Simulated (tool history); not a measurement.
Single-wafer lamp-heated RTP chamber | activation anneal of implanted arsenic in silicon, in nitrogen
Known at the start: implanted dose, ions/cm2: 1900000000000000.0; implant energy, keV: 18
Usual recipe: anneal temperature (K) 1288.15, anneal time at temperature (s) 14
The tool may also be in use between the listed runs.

run,day,anneal temperature (K),anneal time at temperature (s),wafers since the last listed run,wafers since the last pyrometer calibration,wafers since the reflector plate was cleaned,hours since the gauge calibration,"read-back reference wafer on the same gauge, sheet resistance",sheet resistance of the implanted and annealed layer (ohm/square)
1,0.000,1269.15,8,0,2549,8742,157.0,117.16,137.47
2,0.508,1274.15,14,220,2769,8963,169.2,117.04,122.84
3,0.833,1288.15,14,140,2910,9103,177.0,117.12,115.03
4,1.138,1288.15,14,131,3041,9235,184.3,117.25,115.67
5,1.604,1288.15,14,202,3244,9437,195.5,116.96,115.23
# day 2.154: pyrometer window cleaned and pyrometer calibrated
6,2.175,1288.15,14,102,9,9540,209.2,117.01,122.18
7,2.583,1288.15,14,176,186,9717,219.0,116.99,122.85
8,2.938,1288.15,14,153,339,9871,227.5,117.14,121.60
9,3.596,1288.15,14,285,624,10156,243.3,116.96,120.48
# day 3.608: gauge calibrated
10,5.442,1288.15,14,799,1424,10956,44.0,116.89,118.25
11,6.188,1268.15,14,323,1747,11279,61.9,116.97,129.15
12,6.512,1288.15,14,140,1888,11420,69.7,116.73,117.67
# day 7.112: reflector plate cleaned
13,7.133,1288.15,14,124,2013,8,84.6,116.83,115.54
# day 8.317: pyrometer window cleaned and pyrometer calibrated
14,8.554,1288.15,10,471,102,479,118.7,117.19,127.98
15,9.217,1275.15,14,287,389,766,134.6,117.01,128.26
16,9.546,1288.15,14,142,532,909,142.5,117.15,119.45
17,11.146,1314.15,10,693,1225,1602,180.9,117.17,110.04
18,11.542,1288.15,10,171,1396,1774,190.4,117.14,124.04
19,11.975,1266.15,17,187,1584,1961,200.8,116.98,126.52

What will run 20 give?
20,13.746,1288.15,8,767,2352,2729,243.3,?,?

{"run 20": {"read-back reference wafer on the same gauge, sheet resistance": 116.94, "sheet resistance of the implanted and annealed layer (ohm/square)": 126.05}}
Had the tool carried no hidden state, the very same run would have given sheet resistance of the implanted and annealed layer (ohm/square) 132.54.
